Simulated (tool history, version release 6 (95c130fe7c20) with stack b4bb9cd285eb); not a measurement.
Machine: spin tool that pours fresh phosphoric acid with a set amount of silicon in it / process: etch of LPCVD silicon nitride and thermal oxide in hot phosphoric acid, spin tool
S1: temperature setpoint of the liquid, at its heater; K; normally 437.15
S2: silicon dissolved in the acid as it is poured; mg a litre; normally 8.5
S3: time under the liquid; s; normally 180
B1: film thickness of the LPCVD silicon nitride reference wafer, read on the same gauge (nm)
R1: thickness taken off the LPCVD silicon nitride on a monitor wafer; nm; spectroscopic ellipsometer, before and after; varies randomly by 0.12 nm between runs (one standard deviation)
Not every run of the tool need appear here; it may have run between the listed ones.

run 1 hour=0 | S1=437.15 S2=8.5 S3=240 | B1=68.48 | R1=23.24
run 2 hour=43.1 | S1=437.15 S2=8.5 S3=180 | B1=68.5 | R1=17.28
run 3 hour=67.7 | S1=435.65 S2=10 S3=180 | B1=68.48 | R1=16.55
run 4 hour=118.2 | S1=437.15 S2=11.5 S3=180 | B1=68.44 | R1=17.44
-- hour=134.5 gauge calibrated
run 5 hour=149.3 | S1=437.15 S2=11.5 S3=180 | B1=70.02 | R1=17.95
run 6 hour=220.8 | S1=437.15 S2=3 S3=180 | B1=69.55 | R1=17.29
run 7 hour=271.2 | S1=437.15 S2=3 S3=180 | B1=69.24 | R1=17.58
run 8 hour=329.1 | S1=435.65 S2=2.5 S3=180 | B1=69.03 | R1=16.39
-- hour=335.8 heated supply line repaired
run 9 hour=391.3 | S1=438.65 S2=8.5 S3=180 | B1=68.86 | R1=18.28
-- hour=531.2 dissolved silicon flow meter replaced
-- hour=535.2 thermometer replaced
run 10 hour=580.1 | S1=435.65 S2=2 S3=180 | B1=68.54 | R1=16.41
run 11 hour=638.3 | S1=439.65 S2=8.5 S3=180 | B1=68.46 | R1=18.76
-- hour=672.2 gauge calibrated
run 12 hour=688.7 | S1=439.15 S2=8.5 S3=180 | B1=69.82 | R1=19.13
run 13 hour=743.8 | S1=437.15 S2=8.5 S3=180 | B1=69.45 | R1=17.65
run 14 hour=805.3 | S1=439.65 S2=14.5 S3=150 | B1=69.12 | R1=15.81
run 15 hour=855 | S1=435.65 S2=2.5 S3=180 | B1=68.92 | R1=16.74

Below are 5 alternative next runs, each starting from the tool's condition after run 15. Predict each:
run A hour=855.5 | S1=437.15 S2=8.5 S3=180 | B1=? | R1=?
run B hour=855.5 | S1=437.15 S2=13 S3=180 | B1=? | R1=?
run C hour=855.5 | S1=436.15 S2=8.5 S3=180 | B1=? | R1=?
run D hour=855.5 | S1=438.15 S2=8.5 S3=115 | B1=? | R1=?
run E hour=855.5 | S1=434.65 S2=8.5 S3=180 | B1=? | R1=?

run=A B1=68.95 R1=17.74
run=B B1=68.95 R1=17.74
run=C B1=68.95 R1=17.16
run=D B1=68.95 R1=11.71
run=E B1=68.95 R1=16.33
With no hidden state in the tool, these same runs would have given:
run=A R1=18.02
run=B R1=18.02
run=C R1=17.44
run=D R1=11.9
run=E R1=16.59

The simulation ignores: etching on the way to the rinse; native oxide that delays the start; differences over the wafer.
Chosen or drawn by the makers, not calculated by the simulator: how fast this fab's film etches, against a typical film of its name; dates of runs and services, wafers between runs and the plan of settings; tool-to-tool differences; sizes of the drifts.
